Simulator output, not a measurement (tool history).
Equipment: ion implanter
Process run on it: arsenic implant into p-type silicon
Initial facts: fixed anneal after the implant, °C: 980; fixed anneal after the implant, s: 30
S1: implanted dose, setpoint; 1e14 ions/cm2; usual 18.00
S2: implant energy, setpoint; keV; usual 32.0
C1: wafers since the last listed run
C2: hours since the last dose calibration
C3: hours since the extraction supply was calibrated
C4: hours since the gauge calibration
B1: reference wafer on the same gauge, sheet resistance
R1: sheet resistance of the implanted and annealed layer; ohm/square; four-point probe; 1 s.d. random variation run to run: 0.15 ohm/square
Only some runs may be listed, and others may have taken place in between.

run	day	S1	S2	C1	C2	C3	C4	B1	R1
1	0.000	18.00	32.0	0	1711.6	1952.6	234.1	94.44	101.40
2	4.462	18.00	32.0	1426	1818.7	2059.7	341.2	94.39	101.69
3	5.717	18.00	39.5	400	1848.8	2089.8	371.3	94.39	93.19
4	6.812	18.00	39.5	350	1875.1	2116.1	397.6	94.36	93.13
5	8.242	18.00	39.5	456	1909.4	2150.4	431.9	94.39	93.26
6	8.800	13.72	32.0	178	1922.8	2163.8	445.3	94.39	110.26
7	9.954	13.72	32.0	368	1950.5	2191.5	473.0	94.37	109.95
8	11.442	13.72	32.0	475	1986.2	2227.2	508.7	94.41	110.37
9	12.088	15.72	32.0	206	2001.7	2242.7	524.2	94.42	105.12
10	13.175	15.72	32.0	347	2027.8	2268.8	550.3	94.41	105.68
11	14.333	15.72	32.0	370	2055.6	2296.6	578.1	94.37	105.42
# day 15.412: Faraday cup replaced and dose calibrated
12	15.433	18.00	32.0	245	0.5	2323.0	604.5	94.41	101.73
# day 15.862: gauge calibrated
13	16.317	14.01	22.0	282	21.7	2344.2	10.9	94.41	125.97
14	17.458	18.00	32.0	364	49.1	2371.6	38.3	94.41	101.84
# day 17.975: extraction supply calibrated
15	20.404	12.67	32.0	835	119.8	58.3	109.0	94.42	111.96
16	21.796	12.82	41.5	444	153.2	91.7	142.4	94.40	102.74
17	24.246	22.36	32.0	783	212.0	150.5	201.2	94.37	96.02
18	25.692	18.00	32.0	462	246.7	185.2	235.9	94.42	100.18
19	27.125	18.00	32.0	458	281.1	219.6	270.3	94.37	99.91
20	28.475	22.06	23.0	431	313.5	252.0	302.7	94.42	111.11
21	29.179	13.35	29.0	225	330.4	268.9	319.6	94.43	113.74
22	29.988	20.57	24.0	258	349.8	288.3	339.0	94.37	110.13
23	30.800	18.00	32.0	259	369.3	307.8	358.5	94.46	100.01
24	31.692	22.27	32.0	285	390.7	329.2	379.9	94.38	96.02
25	32.262	12.62	43.0	182	404.4	342.9	393.6	94.36	102.82

Results per run with the tool's hidden condition removed, run-to-run variation unchanged:
Hidden state present: deviation of the true dose from the Faraday cup's reading, %; deviation of the true energy from its setpoint, %; gauge reads high (%).
run	R1
1	99.76
2	99.96
3	91.67
4	91.60
5	91.70
6	108.57
7	108.25
8	108.64
9	103.31
10	103.85
11	103.57
12	99.80
13	123.84
14	99.88
15	111.88
16	102.66
17	95.86
18	100.00
19	99.71
20	110.85
21	113.51
22	109.85
23	99.74
24	95.72
25	102.63
